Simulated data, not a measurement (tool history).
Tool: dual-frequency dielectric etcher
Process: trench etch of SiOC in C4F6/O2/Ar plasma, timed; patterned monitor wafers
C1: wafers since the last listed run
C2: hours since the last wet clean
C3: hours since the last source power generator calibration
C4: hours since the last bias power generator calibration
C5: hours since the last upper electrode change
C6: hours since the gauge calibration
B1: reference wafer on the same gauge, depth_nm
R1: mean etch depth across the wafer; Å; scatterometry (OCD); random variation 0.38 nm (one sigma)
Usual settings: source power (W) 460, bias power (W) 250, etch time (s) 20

Run 1, day 0: usual settings but bias power (W) 295; C1 0; C2 272.1; C3 2877; C4 3483.2; C5 3760.2; C6 121.4; B1 66.45. Result: R1 593.1 Å.
Run 2, day 0.746: usual settings; C1 343; C2 290; C3 2894.9; C4 3501.1; C5 3778.1; C6 139.3; B1 66.56. Result: R1 561.5 Å.
Run 3, day 1.35: usual settings; C1 278; C2 304.5; C3 2909.4; C4 3515.6; C5 3792.6; C6 153.8; B1 66.49. Result: R1 561.8 Å.
Run 4, day 2.029: usual settings; C1 312; C2 320.8; C3 2925.7; C4 3531.9; C5 3808.9; C6 170.1; B1 66.56. Result: R1 563.1 Å.
Run 5, day 2.296: usual settings; C1 122; C2 327.2; C3 2932.1; C4 3538.3; C5 3815.3; C6 176.5; B1 66.47. Result: R1 563.4 Å.
Run 6, day 2.754: usual settings but source power (W) 370, etch time (s) 18; C1 211; C2 338.2; C3 2943.1; C4 3549.3; C5 3826.3; C6 187.5; B1 66.51. Result: R1 468.9 Å.
Run 7, day 3.288: usual settings but source power (W) 370, etch time (s) 18; C1 245; C2 351; C3 2955.9; C4 3562.1; C5 3839.1; C6 200.3; B1 66.68. Result: R1 472.3 Å.
Run 8, day 5.25: usual settings but source power (W) 370, etch time (s) 18; C1 903; C2 398.1; C3 3003; C4 3609.2; C5 3886.2; C6 247.4; B1 66.72. Result: R1 465.3 Å.
Run 9, day 5.858: usual settings; C1 280; C2 412.7; C3 3017.6; C4 3623.8; C5 3900.8; C6 262; B1 66.6. Result: R1 573.3 Å.
Run 10, day 6.25: usual settings; C1 180; C2 422.1; C3 3027; C4 3633.2; C5 3910.2; C6 271.4; B1 66.58. Result: R1 558.3 Å.
Run 11, day 6.908: usual settings; C1 303; C2 437.9; C3 3042.8; C4 3649; C5 3926; C6 287.2; B1 66.6. Result: R1 562.1 Å.
Run 12, day 7.362: usual settings; C1 209; C2 448.8; C3 3053.7; C4 3659.9; C5 3936.9; C6 298.1; B1 66.42. Result: R1 557.7 Å.
At day 8.933: wet clean of the chamber.
Run 13, day 8.954: usual settings but bias power (W) 305, etch time (s) 18; C1 272; C2 0.5; C3 3091.9; C4 3698.1; C5 3975.1; C6 336.3; B1 66.68. Result: R1 542.5 Å.
Run 14, day 8.967: usual settings but source power (W) 420, bias power (W) 216, etch time (s) 23.5; C1 5; C2 0.8; C3 3092.2; C4 3698.4; C5 3975.4; C6 336.6; B1 66.71. Result: R1 610.5 Å.
Run 15, day 8.983: usual settings but etch time (s) 24; C1 7; C2 1.2; C3 3092.6; C4 3698.8; C5 3975.8; C6 337; B1 66.74. Result: R1 677 Å.
Run 16, day 9.2: usual settings; C1 99; C2 6.4; C3 3097.8; C4 3704; C5 3981; C6 342.2; B1 66.48. Result: R1 560.1 Å.
At day 10.683: upper electrode replaced.
Run 17, day 10.704: usual settings but bias power (W) 220, etch time (s) 24.5; C1 232; C2 42.5; C3 3133.9; C4 3740.1; C5 0.5; C6 378.3; B1 66.45. Result: R1 657.3 Å.
Run 18, day 10.721: usual settings; C1 7; C2 42.9; C3 3134.3; C4 3740.5; C5 0.9; C6 378.7; B1 66.6. Result: R1 560.2 Å.
Run 19, day 10.825: usual settings but source power (W) 530, bias power (W) 223, etch time (s) 25; C1 47; C2 45.4; C3 3136.8; C4 3743; C5 3.4; C6 381.2; B1 66.58. Result: R1 714 Å.
Run 20, day 11.138: usual settings but source power (W) 400, bias power (W) 209, etch time (s) 22.5; C1 143; C2 52.9; C3 3144.3; C4 3750.5; C5 10.9; C6 388.7; B1 66.52. Result: R1 569.5 Å.
At day 11.921: source power generator calibrated.
At day 12.029: bias power generator calibrated.
Run 21, day 12.05: usual settings but bias power (W) 234; C1 292; C2 74.8; C3 3.1; C4 0.5; C5 32.8; C6 410.6; B1 66.48. Result: R1 554.2 Å.
At day 12.254: gauge calibrated.
Run 22, day 12.488: usual settings but source power (W) 420, bias power (W) 201, etch time (s) 17; C1 201; C2 85.3; C3 13.6; C4 11; C5 43.3; C6 5.6; B1 66.5. Result: R1 430.8 Å.
Run 23, day 12.917: usual settings; C1 197; C2 95.6; C3 23.9; C4 21.3; C5 53.6; C6 15.9; B1 66.56. Result: R1 566.2 Å.
Run 24, day 13.304: usual settings; C1 178; C2 104.9; C3 33.2; C4 30.6; C5 62.9; C6 25.2; B1 66.72. Result: R1 557.6 Å.
Run 25, day 14.054: usual settings but source power (W) 360, etch time (s) 23.5; C1 345; C2 122.9; C3 51.2; C4 48.6; C5 80.9; C6 43.2; B1 66.53. Result: R1 601.3 Å.
Run 26, day 14.708: usual settings but bias power (W) 297, etch time (s) 17; C1 301; C2 138.6; C3 66.9; C4 64.3; C5 96.6; C6 58.9; B1 66.42. Result: R1 504.3 Å.
Run 27, day 15.725: usual settings but bias power (W) 293, etch time (s) 25; C1 468; C2 163; C3 91.3; C4 88.7; C5 121; C6 83.3; B1 66.72. Result: R1 741.5 Å.
Run 28, day 16.138: usual settings but source power (W) 510; C1 189; C2 172.9; C3 101.2; C4 98.6; C5 130.9; C6 93.2; B1 66.75. Result: R1 590.7 Å.
Run 29, day 16.721: usual settings but etch time (s) 18.5; C1 268; C2 186.9; C3 115.2; C4 112.6; C5 144.9; C6 107.2; B1 66.69. Result: R1 519.1 Å.

Forecast each of these 5 alternatives for the next run:
Run A, day 16.738: usual settings but source power (W) 430; C1 7; C2 187.3; C3 115.6; C4 113; C5 145.3; C6 107.6; B1 ?. Result: R1 ?.
Run B, day 16.738: usual settings but source power (W) 380, bias power (W) 300, etch time (s) 17.5; C1 7; C2 187.3; C3 115.6; C4 113; C5 145.3; C6 107.6; B1 ?. Result: R1 ?.
Run C, day 16.738: usual settings but source power (W) 530, bias power (W) 280, etch time (s) 16.5; C1 7; C2 187.3; C3 115.6; C4 113; C5 145.3; C6 107.6; B1 ?. Result: R1 ?.
Run D, day 16.738: usual settings but source power (W) 500, bias power (W) 199, etch time (s) 22; C1 7; C2 187.3; C3 115.6; C4 113; C5 145.3; C6 107.6; B1 ?. Result: R1 ?.
Run E, day 16.738: usual settings but etch time (s) 14.5; C1 7; C2 187.3; C3 115.6; C4 113; C5 145.3; C6 107.6; B1 ?. Result: R1 ?.

run     B1     R1
  A  66.71    548
  B  66.71    485
  C  66.71  506.8
  D  66.71  596.3
  E  66.71  407.5
Without the tool's hidden state the same runs would have given:
run     R1
  A    548
  B    485
  C  506.8
  D  596.3
  E  407.5
